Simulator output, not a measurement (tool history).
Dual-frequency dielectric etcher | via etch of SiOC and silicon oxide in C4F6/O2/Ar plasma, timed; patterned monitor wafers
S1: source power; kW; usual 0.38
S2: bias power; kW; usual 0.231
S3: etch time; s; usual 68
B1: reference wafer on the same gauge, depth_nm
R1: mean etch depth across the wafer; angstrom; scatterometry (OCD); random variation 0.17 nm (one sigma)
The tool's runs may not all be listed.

run 1 day=0 | S1=0.35 S2=0.231 S3=68 | B1=94.9 | R1=773
run 2 day=3.279 | S1=0.38 S2=0.231 S3=72 | B1=94.9 | R1=863
-- day=5.329 source power generator calibrated
run 3 day=5.546 | S1=0.38 S2=0.231 S3=72 | B1=94.9 | R1=862
run 4 day=7.6 | S1=0.3 S2=0.231 S3=68 | B1=94.9 | R1=700
run 5 day=9.662 | S1=0.3 S2=0.231 S3=68 | B1=95 | R1=698
run 6 day=11.85 | S1=0.3 S2=0.231 S3=68 | B1=94.9 | R1=701
-- day=21.612 wet clean of the chamber
run 7 day=24.208 | S1=0.38 S2=0.231 S3=78.5 | B1=94.8 | R1=927
run 8 day=25.838 | S1=0.31 S2=0.246 S3=56.5 | B1=95 | R1=598
run 9 day=28.071 | S1=0.35 S2=0.261 S3=68 | B1=94.8 | R1=796
run 10 day=30.892 | S1=0.38 S2=0.231 S3=68 | B1=94.8 | R1=808
run 11 day=33.55 | S1=0.42 S2=0.271 S3=68 | B1=95 | R1=897
run 12 day=36.288 | S1=0.38 S2=0.231 S3=68 | B1=94.9 | R1=808
run 13 day=38.462 | S1=0.38 S2=0.231 S3=68 | B1=95 | R1=811
run 14 day=51.042 | S1=0.38 S2=0.231 S3=68 | B1=94.9 | R1=814
run 15 day=53.333 | S1=0.38 S2=0.231 S3=68 | B1=94.9 | R1=817
-- day=55.892 wet clean of the chamber
-- day=57.021 upper electrode replaced
run 16 day=57.121 | S1=0.43 S2=0.231 S3=68 | B1=95 | R1=863
run 17 day=67.229 | S1=0.33 S2=0.231 S3=56.5 | B1=94.9 | R1=611
-- day=68.029 gauge calibrated
-- day=70.45 bias power generator calibrated
run 18 day=71.512 | S1=0.38 S2=0.175 S3=68 | B1=94.8 | R1=755
run 19 day=74.192 | S1=0.38 S2=0.231 S3=68 | B1=94.8 | R1=822
run 20 day=75.8 | S1=0.38 S2=0.231 S3=68 | B1=94.9 | R1=821
run 21 day=79.554 | S1=0.38 S2=0.208 S3=81 | B1=94.8 | R1=950
run 22 day=82.429 | S1=0.38 S2=0.231 S3=68 | B1=95 | R1=824
run 23 day=85.642 | S1=0.42 S2=0.247 S3=79 | B1=94.9 | R1=1039
run 24 day=88.529 | S1=0.47 S2=0.178 S3=49 | B1=94.9 | R1=625
-- day=90.85 wet clean of the chamber
run 25 day=90.871 | S1=0.38 S2=0.231 S3=68 | B1=94.8 | R1=805
run 26 day=94.508 | S1=0.41 S2=0.255 S3=59.5 | B1=94.9 | R1=766
run 27 day=97.325 | S1=0.44 S2=0.27 S3=51.5 | B1=94.9 | R1=699
run 28 day=101.096 | S1=0.35 S2=0.179 S3=73.5 | B1=94.9 | R1=772
run 29 day=103.667 | S1=0.34 S2=0.183 S3=59.5 | B1=94.9 | R1=616
run 30 day=106.8 | S1=0.28 S2=0.181 S3=54 | B1=95 | R1=486

The same runs without the tool's hidden state, with the same run-to-run variation:
The hidden state here: etch rate over this chamber's usual, %; source power that arrives over what is set, %; bias power that arrives over what is set, %; gauge reads high (%).
run=1 R1=769
run=2 R1=856
run=3 R1=855
run=4 R1=693
run=5 R1=691
run=6 R1=693
run=7 R1=933
run=8 R1=602
run=9 R1=800
run=10 R1=810
run=11 R1=899
run=12 R1=809
run=13 R1=811
run=14 R1=807
run=15 R1=810
run=16 R1=870
run=17 R1=614
run=18 R1=744
run=19 R1=809
run=20 R1=808
run=21 R1=933
run=22 R1=808
run=23 R1=1017
run=24 R1=610
run=25 R1=807
run=26 R1=766
run=27 R1=699
run=28 R1=770
run=29 R1=613
run=30 R1=482
